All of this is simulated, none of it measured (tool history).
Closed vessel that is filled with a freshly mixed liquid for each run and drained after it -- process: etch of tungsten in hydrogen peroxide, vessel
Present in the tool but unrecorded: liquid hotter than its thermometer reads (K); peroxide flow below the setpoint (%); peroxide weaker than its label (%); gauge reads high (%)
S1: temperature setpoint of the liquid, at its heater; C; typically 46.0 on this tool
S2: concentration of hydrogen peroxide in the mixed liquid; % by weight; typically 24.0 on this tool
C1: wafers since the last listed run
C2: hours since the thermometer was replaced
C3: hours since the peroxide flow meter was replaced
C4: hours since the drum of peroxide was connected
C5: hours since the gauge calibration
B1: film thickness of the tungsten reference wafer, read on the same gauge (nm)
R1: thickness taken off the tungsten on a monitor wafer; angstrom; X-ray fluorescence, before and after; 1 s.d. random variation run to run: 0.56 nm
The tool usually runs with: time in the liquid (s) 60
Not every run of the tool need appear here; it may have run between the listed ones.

{"run": 1, "hour": 0.0, "S1": 46.0, "S2": 24.0, "time in the liquid (s)": 60, "C1": 0, "C2": 2147.8, "C3": 424.0, "C4": 75.7, "C5": 388.4, "B1": 39.98, "R1": 723.0}
{"run": 2, "hour": 57.2, "S1": 46.0, "S2": 24.0, "time in the liquid (s)": 60, "C1": 8277, "C2": 2205.0, "C3": 481.2, "C4": 132.9, "C5": 445.6, "B1": 39.99, "R1": 706.2}
{"run": 3, "hour": 118.1, "S1": 46.0, "S2": 24.0, "time in the liquid (s)": 60, "C1": 8813, "C2": 2265.9, "C3": 542.1, "C4": 193.8, "C5": 506.5, "B1": 39.99, "R1": 712.8}
{"run": 4, "hour": 186.7, "S1": 46.0, "S2": 24.0, "time in the liquid (s)": 60, "C1": 9927, "C2": 2334.5, "C3": 610.7, "C4": 262.4, "C5": 575.1, "B1": 40.01, "R1": 706.3}
{"run": 5, "hour": 231.8, "S1": 46.0, "S2": 24.0, "time in the liquid (s)": 60, "C1": 6526, "C2": 2379.6, "C3": 655.8, "C4": 307.5, "C5": 620.2, "B1": 40.02, "R1": 696.7}
{"run": 6, "hour": 294.3, "S1": 46.0, "S2": 24.0, "time in the liquid (s)": 60, "C1": 9044, "C2": 2442.1, "C3": 718.3, "C4": 370.0, "C5": 682.7, "B1": 39.95, "R1": 696.2}
{"hour": 321.6, "done": "new drum of peroxide connected"}
{"run": 7, "hour": 334.2, "S1": 46.0, "S2": 24.0, "time in the liquid (s)": 60, "C1": 5629, "C2": 2482.0, "C3": 758.2, "C4": 12.6, "C5": 722.6, "B1": 40.03, "R1": 723.8}
{"run": 8, "hour": 388.4, "S1": 46.0, "S2": 24.0, "time in the liquid (s)": 60, "C1": 7843, "C2": 2536.2, "C3": 812.4, "C4": 66.8, "C5": 776.8, "B1": 40.0, "R1": 718.8}
{"run": 9, "hour": 427.6, "S1": 46.0, "S2": 24.0, "time in the liquid (s)": 60, "C1": 5673, "C2": 2575.4, "C3": 851.6, "C4": 106.0, "C5": 816.0, "B1": 40.02, "R1": 715.5}
{"run": 10, "hour": 453.5, "S1": 46.0, "S2": 24.0, "time in the liquid (s)": 60, "C1": 3748, "C2": 2601.3, "C3": 877.5, "C4": 131.9, "C5": 841.9, "B1": 40.06, "R1": 719.0}
{"run": 11, "hour": 493.8, "S1": 46.0, "S2": 24.0, "time in the liquid (s)": 60, "C1": 5832, "C2": 2641.6, "C3": 917.8, "C4": 172.2, "C5": 882.2, "B1": 39.97, "R1": 726.4}
{"run": 12, "hour": 563.0, "S1": 46.0, "S2": 24.0, "time in the liquid (s)": 60, "C1": 10014, "C2": 2710.8, "C3": 987.0, "C4": 241.4, "C5": 951.4, "B1": 39.98, "R1": 707.7}
{"run": 13, "hour": 655.3, "S1": 53.0, "S2": 28.0, "time in the liquid (s)": 35, "C1": 13357, "C2": 2803.1, "C3": 1079.3, "C4": 333.7, "C5": 1043.7, "B1": 40.01, "R1": 680.6}
{"run": 14, "hour": 689.2, "S1": 46.0, "S2": 24.0, "time in the liquid (s)": 60, "C1": 4905, "C2": 2837.0, "C3": 1113.2, "C4": 367.6, "C5": 1077.6, "B1": 39.98, "R1": 695.3}
{"hour": 693.7, "done": "peroxide flow meter replaced"}
{"run": 15, "hour": 736.5, "S1": 46.0, "S2": 27.0, "time in the liquid (s)": 50, "C1": 6700, "C2": 2884.3, "C3": 42.8, "C4": 414.9, "C5": 1124.9, "B1": 39.99, "R1": 625.7}
{"hour": 777.6, "done": "new drum of peroxide connected"}
{"run": 16, "hour": 793.8, "S1": 51.0, "S2": 24.0, "time in the liquid (s)": 85, "C1": 8147, "C2": 2941.6, "C3": 100.1, "C4": 16.2, "C5": 1182.2, "B1": 40.04, "R1": 1391.1}
{"hour": 807.2, "done": "gauge calibrated"}
{"run": 17, "hour": 853.5, "S1": 38.0, "S2": 30.0, "time in the liquid (s)": 80, "C1": 8639, "C2": 3001.3, "C3": 159.8, "C4": 75.9, "C5": 46.3, "B1": 40.04, "R1": 647.8}
{"run": 18, "hour": 883.9, "S1": 46.0, "S2": 24.0, "time in the liquid (s)": 60, "C1": 4399, "C2": 3031.7, "C3": 190.2, "C4": 106.3, "C5": 76.7, "B1": 40.01, "R1": 723.4}
{"hour": 896.9, "done": "thermometer replaced"}
{"run": 19, "hour": 948.3, "S1": 46.0, "S2": 24.0, "time in the liquid (s)": 60, "C1": 9175, "C2": 51.4, "C3": 254.6, "C4": 170.7, "C5": 141.1, "B1": 40.02, "R1": 711.2}
{"run": 20, "hour": 985.4, "S1": 46.0, "S2": 24.0, "time in the liquid (s)": 60, "C1": 5369, "C2": 88.5, "C3": 291.7, "C4": 207.8, "C5": 178.2, "B1": 40.06, "R1": 710.7}
{"run": 21, "hour": 1047.3, "S1": 49.0, "S2": 24.0, "time in the liquid (s)": 60, "C1": 8958, "C2": 150.4, "C3": 353.6, "C4": 269.7, "C5": 240.1, "B1": 40.0, "R1": 852.5}
{"run": 22, "hour": 1074.1, "S1": 46.0, "S2": 21.5, "time in the liquid (s)": 60, "C1": 3878, "C2": 177.2, "C3": 380.4, "C4": 296.5, "C5": 266.9, "B1": 40.02, "R1": 668.2}
{"run": 23, "hour": 1112.5, "S1": 46.0, "S2": 24.0, "time in the liquid (s)": 60, "C1": 5557, "C2": 215.6, "C3": 418.8, "C4": 334.9, "C5": 305.3, "B1": 40.06, "R1": 697.1}
{"run": 24, "hour": 1166.3, "S1": 37.0, "S2": 24.0, "time in the liquid (s)": 60, "C1": 7785, "C2": 269.4, "C3": 472.6, "C4": 388.7, "C5": 359.1, "B1": 39.96, "R1": 395.3}

4 ways to go on from here, each from the tool as it stands after run 24. What would each give?
{"run": "A", "hour": 1167.0, "S1": 46.0, "S2": 24.0, "time in the liquid (s)": 35, "C1": 101, "C2": 270.1, "C3": 473.3, "C4": 389.4, "C5": 359.8, "B1": "?", "R1": "?"}
{"run": "B", "hour": 1167.0, "S1": 49.0, "S2": 19.0, "time in the liquid (s)": 75, "C1": 101, "C2": 270.1, "C3": 473.3, "C4": 389.4, "C5": 359.8, "B1": "?", "R1": "?"}
{"run": "C", "hour": 1167.0, "S1": 36.5, "S2": 29.5, "time in the liquid (s)": 30, "C1": 101, "C2": 270.1, "C3": 473.3, "C4": 389.4, "C5": 359.8, "B1": "?", "R1": "?"}
{"run": "D", "hour": 1167.0, "S1": 43.0, "S2": 27.5, "time in the liquid (s)": 30, "C1": 101, "C2": 270.1, "C3": 473.3, "C4": 389.4, "C5": 359.8, "B1": "?", "R1": "?"}

run=A B1=39.97 R1=405.2
run=B B1=39.97 R1=930.6
run=C B1=39.97 R1=208.5
run=D B1=39.97 R1=307.5
Stripped of hidden state, with their random variation kept, the same runs would have yielded:
run=A R1=423.0
run=B R1=971.6
run=C R1=217.6
run=D R1=321.0
